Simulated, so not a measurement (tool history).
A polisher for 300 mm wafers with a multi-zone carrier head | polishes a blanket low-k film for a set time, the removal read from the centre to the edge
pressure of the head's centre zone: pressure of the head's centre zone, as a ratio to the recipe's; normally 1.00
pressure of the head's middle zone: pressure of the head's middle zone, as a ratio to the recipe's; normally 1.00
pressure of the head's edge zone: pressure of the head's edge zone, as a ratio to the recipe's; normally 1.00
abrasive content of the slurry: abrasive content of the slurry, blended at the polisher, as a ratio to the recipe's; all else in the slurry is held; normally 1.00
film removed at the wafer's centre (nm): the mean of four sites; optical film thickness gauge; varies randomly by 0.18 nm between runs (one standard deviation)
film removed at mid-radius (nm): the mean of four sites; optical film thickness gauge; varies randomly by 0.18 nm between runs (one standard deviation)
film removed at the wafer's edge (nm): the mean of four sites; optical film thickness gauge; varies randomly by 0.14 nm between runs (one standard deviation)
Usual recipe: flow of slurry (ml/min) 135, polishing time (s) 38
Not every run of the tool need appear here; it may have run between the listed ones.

run   hour  flow of slurry (ml/min)  pressure of the head's centre zone  pressure of the head's middle zone  pressure of the head's edge zone  abrasive content of the slurry  polishing time (s)  incoming thickness of the incoming film, nm  film removed at the wafer's centre (nm)  film removed at mid-radius (nm)  film removed at the wafer's edge (nm)
  1    0.0                      135                                1.08                                1.00                              1.09                            1.25                  38                                        327.8                                     14.2                             13.2                                   14.2
  2   19.4                      135                                1.00                                1.00                              1.00                            1.00                  38                                        333.6                                     12.6                             12.8                                   12.3
      49.1  -- worn pad replaced by a new one
  3   51.9                      135                                1.00                                1.00                              1.03                            1.00                  38                                        324.3                                     13.0                             12.5                                   13.0
  4   76.4                      135                                1.00                                0.94                              0.96                            1.00                  33                                        331.1                                     11.2                             10.2                                   10.5
  5   90.2                      145                                1.00                                1.11                              1.00                            1.10                  38                                        324.9                                     13.3                             13.9                                   12.9
  6  121.9                      135                                0.92                                1.00                              1.00                            1.00                  33                                        334.0                                     10.6                             10.8                                   10.8
  7  153.1                      135                                0.93                                0.96                              0.88                            1.00                  47                                        331.8                                     15.1                             15.2                                   14.2
  8  167.6                      150                                1.00                                1.00                              1.00                            0.75                  47                                        328.0                                     14.6                             14.3                                   14.3
  9  194.4                      135                                1.00                                1.00                              1.00                            1.00                  38                                        327.3                                     12.7                             12.7                                   12.6
 10  214.0                      135                                1.00                                1.00                              1.11                            1.00                  38                                        331.3                                     12.4                             12.2                                   13.4
 11  239.8                      135                                1.00                                1.00                              1.00                            1.00                  50                                        325.4                                     16.5                             16.3                                   16.2
     257.5  -- centre zone pressure recalibrated
     259.5  -- worn pad replaced by a new one
 12  260.5                      135                                1.00                                1.00                              1.00                            0.90                  38                                        324.9                                     12.4                             12.0                                   12.3

Forecast run 13:
 13  284.3                      135                                1.00                                0.91                              1.00                            1.00                  38                                        327.1                                        ?                                ?                                      ?

Logged for run 13: film removed at the wafer's centre (nm) 12.6, film removed at mid-radius (nm) 11.7, film removed at the wafer's edge (nm) 12.5.
Minus the tool's unlogged condition, the same run would have read film removed at the wafer's centre (nm) 13.0, film removed at mid-radius (nm) 12.0, film removed at the wafer's edge (nm) 12.7.

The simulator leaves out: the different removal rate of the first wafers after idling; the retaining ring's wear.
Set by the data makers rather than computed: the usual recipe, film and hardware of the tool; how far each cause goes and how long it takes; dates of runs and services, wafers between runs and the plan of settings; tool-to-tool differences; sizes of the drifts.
